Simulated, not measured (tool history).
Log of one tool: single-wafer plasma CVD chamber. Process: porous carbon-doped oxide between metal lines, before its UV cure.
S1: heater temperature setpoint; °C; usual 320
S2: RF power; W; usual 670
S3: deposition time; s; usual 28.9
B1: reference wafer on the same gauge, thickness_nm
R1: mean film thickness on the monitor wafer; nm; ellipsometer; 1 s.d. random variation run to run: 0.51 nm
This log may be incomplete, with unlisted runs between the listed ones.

| run | hour | S1 | S2 | S3 | B1 | R1 |
|---|---|---|---|---|---|---|
| 1 | 0.0 | 320 | 670 | 28.9 | 194.897 | 167.255 |
| 2 | 17.2 | 320 | 670 | 28.9 | 195.137 | 166.962 |
| 3 | 33.6 | 320 | 670 | 28.9 | 194.969 | 167.153 |
| 4 | 40.7 | 320 | 670 | 28.9 | 195.065 | 166.977 |
| 5 | 54.7 | 320 | 670 | 28.9 | 194.978 | 167.659 |
| 6 | 64.1 | 320 | 670 | 28.9 | 194.875 | 166.109 |
| 7 | 70.5 | 320 | 670 | 28.9 | 194.774 | 166.392 |
| 8 | 83.0 | 320 | 670 | 28.9 | 195.068 | 166.583 |
| 9 | 99.6 | 320 | 670 | 28.9 | 195.279 | 166.265 |
| 10 | 113.7 | 320 | 670 | 28.9 | 195.100 | 166.492 |
| 11 | 128.3 | 320 | 670 | 28.9 | 195.063 | 166.900 |
| 12 | 136.9 | 320 | 670 | 28.9 | 194.886 | 166.936 |
|  | 155.4 | showerhead replaced |
| 13 | 155.9 | 320 | 670 | 28.9 | 194.992 | 165.949 |
| 14 | 165.4 | 320 | 670 | 28.9 | 195.062 | 165.788 |
| 15 | 174.7 | 314 | 670 | 28.9 | 194.896 | 172.663 |
|  | 185.1 | gauge calibrated |
| 16 | 186.7 | 314 | 670 | 28.9 | 194.891 | 172.395 |
| 17 | 204.3 | 311 | 670 | 33.9 | 195.105 | 204.264 |
| 18 | 213.4 | 329 | 730 | 27.2 | 194.940 | 157.698 |
| 19 | 227.1 | 320 | 670 | 28.9 | 194.972 | 166.232 |
| 20 | 239.5 | 316 | 670 | 33.6 | 195.015 | 195.901 |
|  | 253.2 | RF generator calibrated |
| 21 | 281.8 | 320 | 670 | 28.9 | 195.183 | 176.926 |
| 22 | 290.2 | 305 | 565 | 28.9 | 195.058 | 171.868 |
| 23 | 302.8 | 320 | 670 | 28.9 | 194.992 | 177.381 |
|  | 325.1 | thermocouple changed; heater temperature recalibrated |
| 24 | 325.6 | 315 | 610 | 26.2 | 195.086 | 155.705 |
| 25 | 326.5 | 325 | 670 | 31.8 | 195.127 | 188.270 |
| 26 | 335.7 | 320 | 670 | 28.9 | 194.830 | 177.320 |
| 27 | 343.7 | 320 | 745 | 28.9 | 195.052 | 190.216 |
| 28 | 357.0 | 305 | 565 | 28.9 | 194.897 | 171.510 |
| 29 | 369.7 | 333 | 550 | 33.0 | 194.876 | 162.328 |
| 30 | 378.1 | 332 | 635 | 23.2 | 195.105 | 128.963 |
| 31 | 388.0 | 310 | 725 | 34.1 | 194.960 | 232.574 |
| 32 | 398.4 | 320 | 785 | 28.9 | 194.889 | 196.153 |
| 33 | 405.7 | 320 | 670 | 28.9 | 194.953 | 176.392 |
| 34 | 416.4 | 320 | 670 | 28.9 | 194.870 | 175.397 |
| 35 | 424.2 | 320 | 670 | 34.1 | 194.874 | 207.528 |

List, for all runs, the conditions of the tool that the log does not record:
wafer temperature above the value expected at the setpoint (K): 0 across all the runs
gauge reads high (%): 0 across all the runs
H1: delivered RF power above the setpoint (%)
| run | H1 |
|---|---|
| 1 | -8 |
| 2 | -8.07 |
| 3 | -8.14 |
| 4 | -8.17 |
| 5 | -8.23 |
| 6 | -8.27 |
| 7 | -8.3 |
| 8 | -8.36 |
| 9 | -8.43 |
| 10 | -8.49 |
| 11 | -8.55 |
| 12 | -8.59 |
| 13 | -8.67 |
| 14 | -8.71 |
| 15 | -8.75 |
| 16 | -8.8 |
| 17 | -8.88 |
| 18 | -8.92 |
| 19 | -8.98 |
| 20 | -9.03 |
| 21 | -0.208 |
| 22 | -0.245 |
| 23 | -0.299 |
| 24 | -0.398 |
| 25 | -0.402 |
| 26 | -0.442 |
| 27 | -0.476 |
| 28 | -0.534 |
| 29 | -0.589 |
| 30 | -0.625 |
| 31 | -0.668 |
| 32 | -0.713 |
| 33 | -0.745 |
| 34 | -0.791 |
| 35 | -0.825 |
